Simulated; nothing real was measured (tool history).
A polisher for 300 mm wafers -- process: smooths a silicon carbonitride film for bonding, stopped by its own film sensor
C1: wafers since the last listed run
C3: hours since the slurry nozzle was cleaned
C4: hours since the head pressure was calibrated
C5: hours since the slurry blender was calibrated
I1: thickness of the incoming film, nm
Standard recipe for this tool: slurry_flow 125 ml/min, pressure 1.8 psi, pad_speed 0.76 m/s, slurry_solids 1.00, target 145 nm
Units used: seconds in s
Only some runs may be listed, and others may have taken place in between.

{"run": 1, "hour": 0.0, "slurry_flow": 125, "pressure": 1.8, "pad_speed": 0.76, "slurry_solids": 1.0, "target": 145, "C1": 0, "wafers polished on this pad": 1484, "C3": 330.1, "C4": 900.1, "C5": 268.8, "I1": 159.2, "seconds": 95.1}
{"run": 2, "hour": 18.2, "slurry_flow": 125, "pressure": 1.8, "pad_speed": 0.76, "slurry_solids": 1.0, "target": 145, "C1": 222, "wafers polished on this pad": 1706, "C3": 348.3, "C4": 918.3, "C5": 287.0, "I1": 159.7, "seconds": 99.8}
{"hour": 38.2, "done": "head pressure recalibrated"}
{"run": 3, "hour": 38.6, "slurry_flow": 125, "pressure": 1.8, "pad_speed": 0.76, "slurry_solids": 1.0, "target": 145, "C1": 224, "wafers polished on this pad": 1931, "C3": 368.7, "C4": 0.4, "C5": 307.4, "I1": 156.9, "seconds": 79.1}
{"run": 4, "hour": 60.8, "slurry_flow": 100, "pressure": 1.8, "pad_speed": 0.76, "slurry_solids": 1.2, "target": 145, "C1": 270, "wafers polished on this pad": 2201, "C3": 390.9, "C4": 22.6, "C5": 329.6, "I1": 159.0, "seconds": 88.4}
{"hour": 95.0, "done": "worn pad replaced by a new one"}
{"run": 5, "hour": 95.5, "slurry_flow": 100, "pressure": 1.8, "pad_speed": 0.76, "slurry_solids": 1.2, "target": 145, "C1": 374, "wafers polished on this pad": 6, "C3": 425.6, "C4": 57.3, "C5": 364.3, "I1": 160.5, "seconds": 99.3}
{"run": 6, "hour": 152.6, "slurry_flow": 125, "pressure": 1.4, "pad_speed": 0.76, "slurry_solids": 1.0, "target": 145, "C1": 696, "wafers polished on this pad": 702, "C3": 482.7, "C4": 114.4, "C5": 421.4, "I1": 160.9, "seconds": 127.3}
{"hour": 161.6, "done": "slurry nozzle cleaned"}
{"run": 7, "hour": 176.9, "slurry_flow": 125, "pressure": 1.8, "pad_speed": 0.88, "slurry_solids": 1.0, "target": 145, "C1": 284, "wafers polished on this pad": 987, "C3": 15.3, "C4": 138.7, "C5": 445.7, "I1": 161.3, "seconds": 96.9}
{"run": 8, "hour": 211.7, "slurry_flow": 125, "pressure": 1.8, "pad_speed": 0.76, "slurry_solids": 1.0, "target": 145, "C1": 424, "wafers polished on this pad": 1412, "C3": 50.1, "C4": 173.5, "C5": 480.5, "I1": 157.8, "seconds": 84.1}
{"hour": 220.3, "done": "slurry blender recalibrated"}
{"run": 9, "hour": 224.9, "slurry_flow": 125, "pressure": 1.8, "pad_speed": 0.86, "slurry_solids": 1.0, "target": 145, "C1": 136, "wafers polished on this pad": 1548, "C3": 63.3, "C4": 186.7, "C5": 4.6, "I1": 160.1, "seconds": 89.8}
{"run": 10, "hour": 244.1, "slurry_flow": 140, "pressure": 1.8, "pad_speed": 0.76, "slurry_solids": 1.0, "target": 145, "C1": 234, "wafers polished on this pad": 1783, "C3": 82.5, "C4": 205.9, "C5": 23.8, "I1": 158.2, "seconds": 86.2}
{"run": 11, "hour": 275.3, "slurry_flow": 125, "pressure": 1.6, "pad_speed": 0.94, "slurry_solids": 0.8, "target": 143, "C1": 380, "wafers polished on this pad": 2163, "C3": 113.7, "C4": 237.1, "C5": 55.0, "I1": 157.6, "seconds": 102.5}
{"run": 12, "hour": 289.0, "slurry_flow": 155, "pressure": 1.8, "pad_speed": 0.76, "slurry_solids": 1.0, "target": 141, "C1": 167, "wafers polished on this pad": 2331, "C3": 127.4, "C4": 250.8, "C5": 68.7, "I1": 161.4, "seconds": 131.5}
{"run": 13, "hour": 309.6, "slurry_flow": 125, "pressure": 1.3, "pad_speed": 0.76, "slurry_solids": 1.0, "target": 141, "C1": 251, "wafers polished on this pad": 2582, "C3": 148.0, "C4": 271.4, "C5": 89.3, "I1": 159.8, "seconds": 160.6}
{"hour": 343.3, "done": "worn pad replaced by a new one"}
{"run": 14, "hour": 343.7, "slurry_flow": 125, "pressure": 2.2, "pad_speed": 0.76, "slurry_solids": 0.85, "target": 145, "C1": 367, "wafers polished on this pad": 5, "C3": 182.1, "C4": 305.5, "C5": 123.4, "I1": 157.3, "seconds": 74.7}
{"run": 15, "hour": 376.0, "slurry_flow": 160, "pressure": 1.8, "pad_speed": 0.76, "slurry_solids": 1.0, "target": 149, "C1": 394, "wafers polished on this pad": 399, "C3": 214.4, "C4": 337.8, "C5": 155.7, "I1": 159.8, "seconds": 68.0}
{"run": 16, "hour": 393.7, "slurry_flow": 125, "pressure": 1.8, "pad_speed": 0.76, "slurry_solids": 0.9, "target": 145, "C1": 216, "wafers polished on this pad": 615, "C3": 232.1, "C4": 355.5, "C5": 173.4, "I1": 162.6, "seconds": 120.7}
{"run": 17, "hour": 426.6, "slurry_flow": 125, "pressure": 1.8, "pad_speed": 0.76, "slurry_solids": 1.0, "target": 145, "C1": 401, "wafers polished on this pad": 1016, "C3": 265.0, "C4": 388.4, "C5": 206.3, "I1": 160.9, "seconds": 104.2}
{"run": 18, "hour": 451.6, "slurry_flow": 125, "pressure": 1.8, "pad_speed": 0.76, "slurry_solids": 1.0, "target": 145, "C1": 305, "wafers polished on this pad": 1321, "C3": 290.0, "C4": 413.4, "C5": 231.3, "I1": 159.4, "seconds": 94.4}
{"run": 19, "hour": 464.9, "slurry_flow": 125, "pressure": 1.4, "pad_speed": 0.84, "slurry_solids": 0.9, "target": 145, "C1": 162, "wafers polished on this pad": 1484, "C3": 303.3, "C4": 426.7, "C5": 244.6, "I1": 160.7, "seconds": 121.1}
{"run": 20, "hour": 488.5, "slurry_flow": 125, "pressure": 1.3, "pad_speed": 0.76, "slurry_solids": 1.1, "target": 150, "C1": 288, "wafers polished on this pad": 1772, "C3": 326.9, "C4": 450.3, "C5": 268.2, "I1": 159.2, "seconds": 74.1}
{"run": 21, "hour": 503.2, "slurry_flow": 125, "pressure": 1.8, "pad_speed": 0.76, "slurry_solids": 1.0, "target": 145, "C1": 179, "wafers polished on this pad": 1951, "C3": 341.6, "C4": 465.0, "C5": 282.9, "I1": 161.5, "seconds": 108.9}
{"run": 22, "hour": 532.6, "slurry_flow": 125, "pressure": 1.8, "pad_speed": 0.76, "slurry_solids": 1.15, "target": 145, "C1": 358, "wafers polished on this pad": 2310, "C3": 371.0, "C4": 494.4, "C5": 312.3, "I1": 161.7, "seconds": 105.1}
{"hour": 558.2, "done": "worn pad replaced by a new one"}
{"run": 23, "hour": 558.8, "slurry_flow": 125, "pressure": 1.8, "pad_speed": 0.76, "slurry_solids": 1.0, "target": 145, "C1": 270, "wafers polished on this pad": 7, "C3": 397.2, "C4": 520.6, "C5": 338.5, "I1": 159.6, "seconds": 97.8}
{"run": 24, "hour": 581.6, "slurry_flow": 125, "pressure": 2.3, "pad_speed": 0.76, "slurry_solids": 1.0, "target": 145, "C1": 278, "wafers polished on this pad": 285, "C3": 420.0, "C4": 543.4, "C5": 361.3, "I1": 161.4, "seconds": 89.1}
{"run": 25, "hour": 594.1, "slurry_flow": 125, "pressure": 1.5, "pad_speed": 0.76, "slurry_solids": 1.0, "target": 145, "C1": 152, "wafers polished on this pad": 438, "C3": 432.5, "C4": 555.9, "C5": 373.8, "I1": 160.6, "seconds": 118.3}
{"run": 26, "hour": 617.5, "slurry_flow": 125, "pressure": 1.8, "pad_speed": 0.76, "slurry_solids": 1.0, "target": 145, "C1": 285, "wafers polished on this pad": 724, "C3": 455.9, "C4": 579.3, "C5": 397.2, "I1": 158.7, "seconds": 88.5}
{"run": 27, "hour": 633.8, "slurry_flow": 125, "pressure": 1.8, "pad_speed": 0.76, "slurry_solids": 1.0, "target": 145, "C1": 198, "wafers polished on this pad": 923, "C3": 472.2, "C4": 595.6, "C5": 413.5, "I1": 158.8, "seconds": 94.0}
{"hour": 642.4, "done": "slurry blender recalibrated"}
{"run": 28, "hour": 662.7, "slurry_flow": 85, "pressure": 1.8, "pad_speed": 0.76, "slurry_solids": 1.0, "target": 148, "C1": 328, "wafers polished on this pad": 1251, "C3": 501.1, "C4": 624.5, "C5": 20.3, "I1": 160.3, "seconds": 88.7}
{"run": 29, "hour": 684.3, "slurry_flow": 95, "pressure": 1.3, "pad_speed": 0.52, "slurry_solids": 1.0, "target": 148, "C1": 263, "wafers polished on this pad": 1515, "C3": 522.7, "C4": 646.1, "C5": 41.9, "I1": 161.0, "seconds": 159.7}
{"run": 30, "hour": 716.3, "slurry_flow": 125, "pressure": 1.8, "pad_speed": 0.76, "slurry_solids": 1.0, "target": 145, "C1": 390, "wafers polished on this pad": 1905, "C3": 554.7, "C4": 678.1, "C5": 73.9, "I1": 158.9, "seconds": 92.4}
{"run": 31, "hour": 747.3, "slurry_flow": 125, "pressure": 1.8, "pad_speed": 0.76, "slurry_solids": 1.0, "target": 145, "C1": 378, "wafers polished on this pad": 2283, "C3": 585.7, "C4": 709.1, "C5": 104.9, "I1": 158.2, "seconds": 87.9}

State the hidden condition of the tool at each of the runs:
removal rate lost through wear of the pad, %: 0 at every run
slurry flow missing at the pad, %: 0 at every run
deviation of the head's pressure from its setpoint, %: 0 at every run
abrasive missing from the slurry, %: 0 at every run

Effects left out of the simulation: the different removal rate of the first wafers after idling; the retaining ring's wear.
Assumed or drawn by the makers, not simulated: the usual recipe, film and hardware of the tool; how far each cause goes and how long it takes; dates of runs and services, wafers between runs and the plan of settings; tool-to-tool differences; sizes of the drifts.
